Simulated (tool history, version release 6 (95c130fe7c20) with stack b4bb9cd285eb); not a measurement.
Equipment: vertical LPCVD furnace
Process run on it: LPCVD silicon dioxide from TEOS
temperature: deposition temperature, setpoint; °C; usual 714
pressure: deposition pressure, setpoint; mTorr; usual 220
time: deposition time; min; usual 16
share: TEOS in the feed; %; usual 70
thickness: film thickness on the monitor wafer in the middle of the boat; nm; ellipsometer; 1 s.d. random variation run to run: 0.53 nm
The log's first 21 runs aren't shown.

run,hour,temperature,pressure,time,share,"read-back reference wafer on the same gauge, thickness",thickness
22,1124.8,725,205,16,76,150.97,164.36
23,1184.1,714,220,16,70,150.87,128.39
24,1241,714,165,16,75,150.86,114.71
25,1307.8,714,220,11,70,151.01,87.82
26,1374.4,714,220,20,70,150.74,161.07
27,1440.7,703,185,14,58,151.02,73
28,1495.8,714,220,16,70,150.92,128.04
29,1524.2,714,220,16,70,151.31,127.8
30,1550.3,724,200,10,58,150.84,86.71

Here are 5 independent what-if runs from the current tool condition. What would each one return?
A,1554.8,714,220,16,70,?,?
B,1554.8,717,275,21.5,64,?,?
C,1554.8,714,265,16,81,?,?
D,1554.8,714,180,16,70,?,?
E,1554.8,704,220,16,62,?,?

run,"read-back reference wafer on the same gauge, thickness",thickness
A,150.77,127.97
B,150.77,196.6
C,150.77,151.03
D,150.77,115.8
E,150.77,95.85
Had the tool no hidden state, the same runs would have come out as:
run,thickness
A,127.72
B,196.3
C,150.78
D,115.52
E,95.66
